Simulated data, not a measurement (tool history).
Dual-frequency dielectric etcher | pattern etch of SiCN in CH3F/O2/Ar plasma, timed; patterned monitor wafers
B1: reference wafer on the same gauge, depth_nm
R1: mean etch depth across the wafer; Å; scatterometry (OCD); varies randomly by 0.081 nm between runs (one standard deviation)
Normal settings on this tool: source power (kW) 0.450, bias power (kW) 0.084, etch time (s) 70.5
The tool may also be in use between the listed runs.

{"run": 1, "hour": 0.0, "source power (kW)": 0.45, "bias power (kW)": 0.084, "etch time (s)": 70.5, "B1": 33.18, "R1": 296.3}
{"run": 2, "hour": 32.8, "source power (kW)": 0.45, "bias power (kW)": 0.084, "etch time (s)": 70.5, "B1": 33.2, "R1": 297.2}
{"run": 3, "hour": 61.9, "source power (kW)": 0.45, "bias power (kW)": 0.084, "etch time (s)": 70.5, "B1": 33.21, "R1": 298.5}
{"run": 4, "hour": 76.4, "source power (kW)": 0.45, "bias power (kW)": 0.084, "etch time (s)": 70.5, "B1": 33.19, "R1": 297.0}
{"run": 5, "hour": 98.6, "source power (kW)": 0.45, "bias power (kW)": 0.084, "etch time (s)": 70.5, "B1": 33.18, "R1": 297.7}
{"run": 6, "hour": 113.9, "source power (kW)": 0.45, "bias power (kW)": 0.084, "etch time (s)": 70.5, "B1": 33.22, "R1": 297.0}
{"run": 7, "hour": 144.7, "source power (kW)": 0.45, "bias power (kW)": 0.084, "etch time (s)": 70.5, "B1": 33.2, "R1": 298.2}
{"run": 8, "hour": 164.0, "source power (kW)": 0.45, "bias power (kW)": 0.084, "etch time (s)": 70.5, "B1": 33.21, "R1": 297.4}
{"run": 9, "hour": 181.2, "source power (kW)": 0.45, "bias power (kW)": 0.084, "etch time (s)": 70.5, "B1": 33.19, "R1": 297.9}
{"run": 10, "hour": 211.9, "source power (kW)": 0.4, "bias power (kW)": 0.093, "etch time (s)": 63.5, "B1": 33.21, "R1": 267.2}
{"run": 11, "hour": 228.9, "source power (kW)": 0.45, "bias power (kW)": 0.065, "etch time (s)": 86.0, "B1": 33.21, "R1": 335.2}
{"run": 12, "hour": 262.0, "source power (kW)": 0.4, "bias power (kW)": 0.071, "etch time (s)": 55.5, "B1": 33.21, "R1": 214.9}
{"hour": 296.4, "done": "gauge calibrated"}
{"hour": 301.6, "done": "wet clean of the chamber"}
{"run": 13, "hour": 302.1, "source power (kW)": 0.45, "bias power (kW)": 0.099, "etch time (s)": 70.5, "B1": 33.21, "R1": 313.8}
{"run": 14, "hour": 308.5, "source power (kW)": 0.55, "bias power (kW)": 0.067, "etch time (s)": 82.5, "B1": 33.17, "R1": 345.3}
{"hour": 375.5, "done": "upper electrode replaced"}
{"run": 15, "hour": 406.5, "source power (kW)": 0.45, "bias power (kW)": 0.075, "etch time (s)": 64.5, "B1": 33.22, "R1": 262.9}
{"hour": 423.4, "done": "source power generator calibrated"}
{"run": 16, "hour": 435.4, "source power (kW)": 0.51, "bias power (kW)": 0.1, "etch time (s)": 81.5, "B1": 33.19, "R1": 377.0}
{"hour": 457.2, "done": "bias power generator calibrated"}
{"run": 17, "hour": 459.6, "source power (kW)": 0.45, "bias power (kW)": 0.084, "etch time (s)": 70.5, "B1": 33.16, "R1": 298.5}
{"run": 18, "hour": 489.5, "source power (kW)": 0.45, "bias power (kW)": 0.084, "etch time (s)": 70.5, "B1": 33.21, "R1": 298.2}
{"run": 19, "hour": 574.8, "source power (kW)": 0.45, "bias power (kW)": 0.084, "etch time (s)": 70.5, "B1": 33.19, "R1": 297.5}

Predict each of these 3 candidate next runs independently; none follows another, all start after run 19:
{"run": "A", "hour": 575.2, "source power (kW)": 0.45, "bias power (kW)": 0.084, "etch time (s)": 51.5, "B1": "?", "R1": "?"}
{"run": "B", "hour": 575.2, "source power (kW)": 0.54, "bias power (kW)": 0.09, "etch time (s)": 65.0, "B1": "?", "R1": "?"}
{"run": "C", "hour": 575.2, "source power (kW)": 0.45, "bias power (kW)": 0.095, "etch time (s)": 70.5, "B1": "?", "R1": "?"}

run=A B1=33.24 R1=216.8
run=B B1=33.24 R1=295.4
run=C B1=33.24 R1=308.9
Take away the tool's hidden state, keep each run's random variation, and the runs would have read:
run=A R1=216.8
run=B R1=295.4
run=C R1=308.9
